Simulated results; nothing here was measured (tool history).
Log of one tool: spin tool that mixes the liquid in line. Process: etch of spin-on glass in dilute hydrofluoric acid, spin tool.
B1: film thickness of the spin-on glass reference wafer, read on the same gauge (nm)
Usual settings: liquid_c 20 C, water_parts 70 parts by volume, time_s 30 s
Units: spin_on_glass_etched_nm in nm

{"run": 1, "day": 0.0, "liquid_c": 20, "water_parts": 95, "time_s": 30, "B1": 29.98, "spin_on_glass_etched_nm": 16.38}
{"run": 2, "day": 0.567, "liquid_c": 20, "water_parts": 95, "time_s": 30, "B1": 30.02, "spin_on_glass_etched_nm": 16.61}
{"run": 3, "day": 0.854, "liquid_c": 20, "water_parts": 70, "time_s": 30, "B1": 29.98, "spin_on_glass_etched_nm": 22.93}
{"run": 4, "day": 1.412, "liquid_c": 20, "water_parts": 70, "time_s": 30, "B1": 30.01, "spin_on_glass_etched_nm": 23.3}
{"run": 5, "day": 2.146, "liquid_c": 20, "water_parts": 70, "time_s": 25, "B1": 30.02, "spin_on_glass_etched_nm": 19.15}
{"run": 6, "day": 4.388, "liquid_c": 20, "water_parts": 50, "time_s": 30, "B1": 29.97, "spin_on_glass_etched_nm": 33.32}
{"run": 7, "day": 5.112, "liquid_c": 20, "water_parts": 50, "time_s": 30, "B1": 29.97, "spin_on_glass_etched_nm": 33.21}
{"run": 8, "day": 5.429, "liquid_c": 17, "water_parts": 70, "time_s": 30, "B1": 29.98, "spin_on_glass_etched_nm": 20.61}
{"run": 9, "day": 5.85, "liquid_c": 17, "water_parts": 70, "time_s": 30, "B1": 29.97, "spin_on_glass_etched_nm": 20.9}
{"run": 10, "day": 6.508, "liquid_c": 20, "water_parts": 70, "time_s": 20, "B1": 30.02, "spin_on_glass_etched_nm": 15.71}
{"run": 11, "day": 7.146, "liquid_c": 20, "water_parts": 70, "time_s": 20, "B1": 30.01, "spin_on_glass_etched_nm": 15.78}
{"run": 12, "day": 7.475, "liquid_c": 17, "water_parts": 70, "time_s": 35, "B1": 30, "spin_on_glass_etched_nm": 24.42}
{"run": 13, "day": 7.733, "liquid_c": 17, "water_parts": 35, "time_s": 35, "B1": 29.97, "spin_on_glass_etched_nm": 50.66}
{"day": 8.162, "done": "gauge calibrated"}
{"run": 14, "day": 8.483, "liquid_c": 20, "water_parts": 70, "time_s": 30, "B1": 29.98, "spin_on_glass_etched_nm": 23.42}
{"run": 15, "day": 9.15, "liquid_c": 20, "water_parts": 40, "time_s": 30, "B1": 30.01, "spin_on_glass_etched_nm": 43.26}
{"run": 16, "day": 9.642, "liquid_c": 18, "water_parts": 90, "time_s": 15, "B1": 30.02, "spin_on_glass_etched_nm": 8.34}
{"run": 17, "day": 10.025, "liquid_c": 23, "water_parts": 90, "time_s": 15, "B1": 29.96, "spin_on_glass_etched_nm": 10.24}
{"day": 10.325, "done": "thermometer replaced"}
{"run": 18, "day": 10.775, "liquid_c": 20, "water_parts": 70, "time_s": 30, "B1": 30, "spin_on_glass_etched_nm": 20.95}
{"run": 19, "day": 11.129, "liquid_c": 17, "water_parts": 90, "time_s": 35, "B1": 30.02, "spin_on_glass_etched_nm": 16.65}
{"run": 20, "day": 11.758, "liquid_c": 20, "water_parts": 70, "time_s": 30, "B1": 30.02, "spin_on_glass_etched_nm": 21.3}
{"run": 21, "day": 12.471, "liquid_c": 20, "water_parts": 70, "time_s": 30, "B1": 29.99, "spin_on_glass_etched_nm": 21.42}
{"run": 22, "day": 12.938, "liquid_c": 20, "water_parts": 50, "time_s": 25, "B1": 30.01, "spin_on_glass_etched_nm": 25.41}
{"day": 13.162, "done": "hydrofluoric acid flow meter replaced"}
{"run": 23, "day": 13.471, "liquid_c": 20, "water_parts": 70, "time_s": 30, "B1": 29.98, "spin_on_glass_etched_nm": 19.46}
{"run": 24, "day": 14.858, "liquid_c": 20, "water_parts": 80, "time_s": 50, "B1": 30.01, "spin_on_glass_etched_nm": 28.14}
{"run": 25, "day": 15.421, "liquid_c": 20, "water_parts": 70, "time_s": 30, "B1": 29.95, "spin_on_glass_etched_nm": 19.55}
{"run": 26, "day": 15.85, "liquid_c": 18, "water_parts": 80, "time_s": 30, "B1": 29.98, "spin_on_glass_etched_nm": 15.51}
{"run": 27, "day": 16.375, "liquid_c": 17, "water_parts": 50, "time_s": 45, "B1": 29.98, "spin_on_glass_etched_nm": 37.16}
{"run": 28, "day": 16.975, "liquid_c": 20, "water_parts": 70, "time_s": 45, "B1": 29.98, "spin_on_glass_etched_nm": 29.34}
{"run": 29, "day": 17.621, "liquid_c": 21.5, "water_parts": 35, "time_s": 50, "B1": 30.03, "spin_on_glass_etched_nm": 73.2}
{"run": 30, "day": 17.992, "liquid_c": 23, "water_parts": 70, "time_s": 30, "B1": 30.04, "spin_on_glass_etched_nm": 22.44}
{"run": 31, "day": 18.342, "liquid_c": 20, "water_parts": 70, "time_s": 30, "B1": 29.99, "spin_on_glass_etched_nm": 19.88}
{"run": 32, "day": 19.046, "liquid_c": 20, "water_parts": 70, "time_s": 50, "B1": 29.98, "spin_on_glass_etched_nm": 33.06}
{"run": 33, "day": 19.617, "liquid_c": 20, "water_parts": 70, "time_s": 30, "B1": 30.02, "spin_on_glass_etched_nm": 19.66}

Forecast each of these 5 alternatives for the next run:
{"run": "A", "day": 19.633, "liquid_c": 20, "water_parts": 70, "time_s": 30, "B1": "?", "spin_on_glass_etched_nm": "?"}
{"run": "B", "day": 19.633, "liquid_c": 20, "water_parts": 70, "time_s": 40, "B1": "?", "spin_on_glass_etched_nm": "?"}
{"run": "C", "day": 19.633, "liquid_c": 20, "water_parts": 90, "time_s": 30, "B1": "?", "spin_on_glass_etched_nm": "?"}
{"run": "D", "day": 19.633, "liquid_c": 24, "water_parts": 40, "time_s": 15, "B1": "?", "spin_on_glass_etched_nm": "?"}
{"run": "E", "day": 19.633, "liquid_c": 17, "water_parts": 55, "time_s": 15, "B1": "?", "spin_on_glass_etched_nm": "?"}

run=A B1=30.02 spin_on_glass_etched_nm=19.61
run=B B1=30.02 spin_on_glass_etched_nm=26.15
run=C B1=30.02 spin_on_glass_etched_nm=14.91
run=D B1=30.02 spin_on_glass_etched_nm=21.03
run=E B1=30.02 spin_on_glass_etched_nm=11.17
Without the tool's hidden state the same runs would have given:
run=A spin_on_glass_etched_nm=18.66
run=B spin_on_glass_etched_nm=24.88
run=C spin_on_glass_etched_nm=14.18
run=D spin_on_glass_etched_nm=20.02
run=E spin_on_glass_etched_nm=10.63
